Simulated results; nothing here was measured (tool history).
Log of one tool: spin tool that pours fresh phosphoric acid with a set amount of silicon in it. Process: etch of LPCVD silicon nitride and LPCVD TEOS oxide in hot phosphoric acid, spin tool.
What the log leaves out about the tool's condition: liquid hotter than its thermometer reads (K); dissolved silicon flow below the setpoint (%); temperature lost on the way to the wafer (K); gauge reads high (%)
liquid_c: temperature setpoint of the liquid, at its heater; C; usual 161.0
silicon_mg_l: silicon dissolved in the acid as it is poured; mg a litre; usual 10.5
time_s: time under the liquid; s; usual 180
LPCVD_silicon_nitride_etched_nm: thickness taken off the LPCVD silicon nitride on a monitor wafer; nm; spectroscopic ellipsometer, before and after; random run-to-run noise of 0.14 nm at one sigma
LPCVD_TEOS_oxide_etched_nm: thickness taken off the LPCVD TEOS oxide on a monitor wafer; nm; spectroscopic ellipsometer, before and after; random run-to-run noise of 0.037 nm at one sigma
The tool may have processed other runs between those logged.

run    hour  liquid_c  silicon_mg_l  time_s  wafers since the last listed run  hours since the thermometer was replaced  hours since the dissolved silicon flow meter was replaced  hours since the heated supply line was repaired  hours since the gauge calibration  read-back film thickness of the LPCVD silicon nitride reference wafer, read on the same gauge (nm)  read-back film thickness of the LPCVD TEOS oxide reference wafer, read on the same gauge (nm)  LPCVD_silicon_nitride_etched_nm  LPCVD_TEOS_oxide_etched_nm
  1     0.0     161.0          10.5     180                                 0                                    2334.4                                                       19.2                                              0.5                              203.5                                                                                               80.03                                                                                         40.002                            16.83                       0.702
  2    70.3     161.0          10.5     180                               698                                    2404.7                                                       89.5                                             70.8                              273.8                                                                                               80.00                                                                                         39.986                            17.03                       0.698
  3   138.3     161.0          10.5     265                               675                                    2472.7                                                      157.5                                            138.8                              341.8                                                                                               79.98                                                                                         39.986                            24.85                       0.922
  4   187.7     161.0          18.0     180                               490                                    2522.1                                                      206.9                                            188.2                              391.2                                                                                               80.03                                                                                         39.980                            16.83                       0.557
  5   233.0     159.0          15.0     240                               450                                    2567.4                                                      252.2                                            233.5                              436.5                                                                                               79.98                                                                                         39.940                            20.92                       0.776
  6   282.5     163.0          19.0     215                               491                                    2616.9                                                      301.7                                            283.0                              486.0                                                                                               80.00                                                                                         39.964                            21.23                       0.765
  7   333.6     161.0          10.5     180                               507                                    2668.0                                                      352.8                                            334.1                              537.1                                                                                               80.03                                                                                         39.989                            16.54                       0.687
      366.2  -- thermometer replaced
  8   370.4     161.0          10.5     180                               355                                       4.2                                                      389.6                                            370.9                              573.9                                                                                               80.03                                                                                         39.965                            16.53                       0.663
  9   429.3     164.0          16.5     285                               585                                      63.1                                                      448.5                                            429.8                              632.8                                                                                               80.00                                                                                         40.023                            29.29                       1.141
 10   474.5     158.5          10.5     180                               449                                     108.3                                                      493.7                                            475.0                              678.0                                                                                               79.99                                                                                         40.056                            15.47                       0.566
 11   540.1     161.0          10.5     180                               651                                     173.9                                                      559.3                                            540.6                              743.6                                                                                               80.01                                                                                         40.016                            16.48                       0.637
 12   693.1     160.0          14.5     265                              1520                                     326.9                                                      712.3                                            693.6                              896.6                                                                                               80.02                                                                                         40.030                            23.42                       0.782
 13   754.7     161.0           8.5     210                               612                                     388.5                                                      773.9                                            755.2                              958.2                                                                                               80.00                                                                                         40.043                            19.12                       0.765
 14   786.4     158.0          15.0     180                               315                                     420.2                                                      805.6                                            786.9                              989.9                                                                                               79.96                                                                                         40.009                            14.76                       0.471
 15   936.7     161.0          15.0     240                              1493                                     570.5                                                      955.9                                            937.2                             1140.2                                                                                               79.97                                                                                         39.989                            22.25                       0.686
 16   994.2     160.0          17.0     150                               571                                     628.0                                                     1013.4                                            994.7                             1197.7                                                                                               80.02                                                                                         40.006                            12.99                       0.379
 17  1048.6     162.0          18.5     105                               540                                     682.4                                                     1067.8                                           1049.1                             1252.1                                                                                               79.99                                                                                         40.014                             9.83                       0.334
 18  1092.9     163.5           6.0     125                               440                                     726.7                                                     1112.1                                           1093.4                             1296.4                                                                                               80.00                                                                                         40.017                            12.29                       0.549
 19  1130.1     164.0           3.5     180                               369                                     763.9                                                     1149.3                                           1130.6                             1333.6                                                                                               80.01                                                                                         40.038                            17.99                       0.917
 20  1177.6     161.0           7.0     180                               472                                     811.4                                                     1196.8                                           1178.1                             1381.1                                                                                               80.05                                                                                         39.999                            16.25                       0.682
 21  1230.0     162.5          16.5     110                               520                                     863.8                                                     1249.2                                           1230.5                             1433.5                                                                                               80.02                                                                                         39.989                            10.43                       0.352
 22  1260.1     161.0          10.5     115                               299                                     893.9                                                     1279.3                                           1260.6                             1463.6                                                                                               79.97                                                                                         39.980                            10.20                       0.366
 23  1287.3     158.5          16.5     245                               270                                     921.1                                                     1306.5                                           1287.8                             1490.8                                                                                               80.00                                                                                         40.009                            19.83                       0.584

Difference, measured minus no-hidden-state, one row per run. Run-to-run variation is common to both terms; the gauge's own scatter need not be:
run  LPCVD_silicon_nitride_etched_nm  LPCVD_TEOS_oxide_etched_nm
  1                            -0.17                      -0.015
  2                            -0.21                      -0.019
  3                            -0.37                      -0.031
  4                            -0.29                      -0.021
  5                            -0.40                      -0.032
  6                            -0.43                      -0.035
  7                            -0.37                      -0.034
  8                            -0.40                      -0.035
  9                            -0.76                      -0.066
 10                            -0.43                      -0.036
 11                            -0.50                      -0.043
 12                            -0.85                      -0.064
 13                            -0.74                      -0.067
 14                            -0.60                      -0.043
 15                            -1.01                      -0.071
 16                            -0.63                      -0.042
 17                            -0.49                      -0.038
 18                            -0.63                      -0.064
 19                            -0.94                      -0.110
 20                            -0.89                      -0.086
 21                            -0.59                      -0.046
 22                            -0.59                      -0.049
 23                            -1.19                      -0.080
